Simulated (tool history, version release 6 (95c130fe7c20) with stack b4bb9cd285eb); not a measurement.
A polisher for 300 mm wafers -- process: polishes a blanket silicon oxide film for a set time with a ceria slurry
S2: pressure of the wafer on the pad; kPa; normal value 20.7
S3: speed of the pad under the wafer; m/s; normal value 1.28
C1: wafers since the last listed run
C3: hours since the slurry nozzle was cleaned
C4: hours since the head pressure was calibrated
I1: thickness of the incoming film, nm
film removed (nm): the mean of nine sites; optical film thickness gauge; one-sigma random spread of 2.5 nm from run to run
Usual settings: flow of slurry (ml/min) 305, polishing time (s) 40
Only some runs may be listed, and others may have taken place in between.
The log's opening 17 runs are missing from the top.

{"day": 17.879, "done": "worn pad replaced by a new one"}
{"run": 18, "day": 18.196, "flow of slurry (ml/min)": 305, "S2": 26.9, "S3": 1.56, "polishing time (s)": 26, "C1": 314, "wafers polished on this pad": 119, "C3": 695.9, "C4": 79.2, "I1": 1853.7, "film removed (nm)": 175.5}
{"run": 19, "day": 19.558, "flow of slurry (ml/min)": 305, "S2": 20.7, "S3": 1.28, "polishing time (s)": 40, "C1": 512, "wafers polished on this pad": 631, "C3": 728.6, "C4": 111.9, "I1": 1787.5, "film removed (nm)": 177.5}
{"run": 20, "day": 20.408, "flow of slurry (ml/min)": 265, "S2": 25.5, "S3": 1.28, "polishing time (s)": 47, "C1": 319, "wafers polished on this pad": 951, "C3": 749, "C4": 132.3, "I1": 1818.1, "film removed (nm)": 256.1}
{"run": 21, "day": 21.471, "flow of slurry (ml/min)": 220, "S2": 24.1, "S3": 1.28, "polishing time (s)": 50, "C1": 399, "wafers polished on this pad": 1351, "C3": 774.5, "C4": 157.8, "I1": 1846.7, "film removed (nm)": 252.8}
{"run": 22, "day": 22.754, "flow of slurry (ml/min)": 305, "S2": 20.7, "S3": 1.28, "polishing time (s)": 40, "C1": 482, "wafers polished on this pad": 1833, "C3": 805.3, "C4": 188.6, "I1": 1783.7, "film removed (nm)": 183.8}
{"run": 23, "day": 23.767, "flow of slurry (ml/min)": 305, "S2": 20.7, "S3": 1.28, "polishing time (s)": 40, "C1": 380, "wafers polished on this pad": 2214, "C3": 829.6, "C4": 212.9, "I1": 1827.8, "film removed (nm)": 184.4}
{"day": 24.758, "done": "slurry nozzle cleaned"}
{"run": 24, "day": 25.146, "flow of slurry (ml/min)": 230, "S2": 20.7, "S3": 1.08, "polishing time (s)": 40, "C1": 503, "wafers polished on this pad": 2717, "C3": 9.3, "C4": 246, "I1": 1812, "film removed (nm)": 154.5}
{"run": 25, "day": 26.271, "flow of slurry (ml/min)": 260, "S2": 20.7, "S3": 1.28, "polishing time (s)": 53, "C1": 423, "wafers polished on this pad": 3140, "C3": 36.3, "C4": 273, "I1": 1795.6, "film removed (nm)": 238.3}
{"run": 26, "day": 26.821, "flow of slurry (ml/min)": 305, "S2": 17.9, "S3": 1.54, "polishing time (s)": 40, "C1": 206, "wafers polished on this pad": 3347, "C3": 49.5, "C4": 286.2, "I1": 1806.2, "film removed (nm)": 189.4}
{"day": 27.108, "done": "worn pad replaced by a new one"}
{"run": 27, "day": 28.175, "flow of slurry (ml/min)": 365, "S2": 20.7, "S3": 1.28, "polishing time (s)": 30, "C1": 446, "wafers polished on this pad": 400, "C3": 82, "C4": 318.7, "I1": 1847.7, "film removed (nm)": 141}
{"run": 28, "day": 28.879, "flow of slurry (ml/min)": 305, "S2": 20.7, "S3": 1.08, "polishing time (s)": 40, "C1": 264, "wafers polished on this pad": 665, "C3": 98.9, "C4": 335.6, "I1": 1828.9, "film removed (nm)": 166.2}
{"run": 29, "day": 29.875, "flow of slurry (ml/min)": 305, "S2": 20.7, "S3": 1.4, "polishing time (s)": 40, "C1": 374, "wafers polished on this pad": 1039, "C3": 122.8, "C4": 359.5, "I1": 1801.3, "film removed (nm)": 195.8}
{"run": 30, "day": 30.442, "flow of slurry (ml/min)": 305, "S2": 17.2, "S3": 0.94, "polishing time (s)": 33, "C1": 213, "wafers polished on this pad": 1253, "C3": 136.4, "C4": 373.1, "I1": 1832.8, "film removed (nm)": 104.4}
{"run": 31, "day": 31.854, "flow of slurry (ml/min)": 305, "S2": 16.5, "S3": 1.56, "polishing time (s)": 31, "C1": 531, "wafers polished on this pad": 1784, "C3": 170.3, "C4": 407, "I1": 1828.6, "film removed (nm)": 140}
{"run": 32, "day": 32.429, "flow of slurry (ml/min)": 215, "S2": 20.7, "S3": 1.28, "polishing time (s)": 40, "C1": 216, "wafers polished on this pad": 2000, "C3": 184.1, "C4": 420.8, "I1": 1793.5, "film removed (nm)": 173.2}
{"run": 33, "day": 33.758, "flow of slurry (ml/min)": 305, "S2": 17.9, "S3": 1, "polishing time (s)": 40, "C1": 499, "wafers polished on this pad": 2500, "C3": 216, "C4": 452.7, "I1": 1815.1, "film removed (nm)": 134}
{"run": 34, "day": 34.858, "flow of slurry (ml/min)": 305, "S2": 20.7, "S3": 1.28, "polishing time (s)": 40, "C1": 413, "wafers polished on this pad": 2914, "C3": 242.4, "C4": 479.1, "I1": 1804.8, "film removed (nm)": 187.1}
{"day": 35.179, "done": "worn pad replaced by a new one"}
{"run": 35, "day": 35.517, "flow of slurry (ml/min)": 265, "S2": 20.7, "S3": 1.28, "polishing time (s)": 40, "C1": 184, "wafers polished on this pad": 126, "C3": 258.2, "C4": 494.9, "I1": 1835.1, "film removed (nm)": 187.3}
{"run": 36, "day": 36.65, "flow of slurry (ml/min)": 305, "S2": 20.7, "S3": 1.28, "polishing time (s)": 40, "C1": 426, "wafers polished on this pad": 552, "C3": 285.4, "C4": 522.1, "I1": 1842.4, "film removed (nm)": 184.8}

Here are 5 independent what-if runs from the current tool condition. What would each one return?
{"run": "A", "day": 36.667, "flow of slurry (ml/min)": 305, "S2": 20.7, "S3": 1.28, "polishing time (s)": 40, "C1": 6, "wafers polished on this pad": 559, "C3": 285.8, "C4": 522.5, "I1": 1807.7, "film removed (nm)": "?"}
{"run": "B", "day": 36.667, "flow of slurry (ml/min)": 215, "S2": 20.7, "S3": 1.28, "polishing time (s)": 44, "C1": 6, "wafers polished on this pad": 559, "C3": 285.8, "C4": 522.5, "I1": 1807.7, "film removed (nm)": "?"}
{"run": "C", "day": 36.667, "flow of slurry (ml/min)": 305, "S2": 24.8, "S3": 1.28, "polishing time (s)": 40, "C1": 6, "wafers polished on this pad": 559, "C3": 285.8, "C4": 522.5, "I1": 1807.7, "film removed (nm)": "?"}
{"run": "D", "day": 36.667, "flow of slurry (ml/min)": 305, "S2": 26.9, "S3": 1.28, "polishing time (s)": 40, "C1": 6, "wafers polished on this pad": 559, "C3": 285.8, "C4": 522.5, "I1": 1807.7, "film removed (nm)": "?"}
{"run": "E", "day": 36.667, "flow of slurry (ml/min)": 405, "S2": 24.1, "S3": 1.42, "polishing time (s)": 47, "C1": 6, "wafers polished on this pad": 559, "C3": 285.8, "C4": 522.5, "I1": 1807.7, "film removed (nm)": "?"}

run=A film_removed_(nm)=186.3
run=B film_removed_(nm)=196.4
run=C film_removed_(nm)=219.6
run=D film_removed_(nm)=236.2
run=E film_removed_(nm)=279.1
Without the tool's unlogged condition, the same runs would have read:
run=A film_removed_(nm)=176.7
run=B film_removed_(nm)=186.3
run=C film_removed_(nm)=208.3
run=D film_removed_(nm)=224.1
run=E film_removed_(nm)=264.8
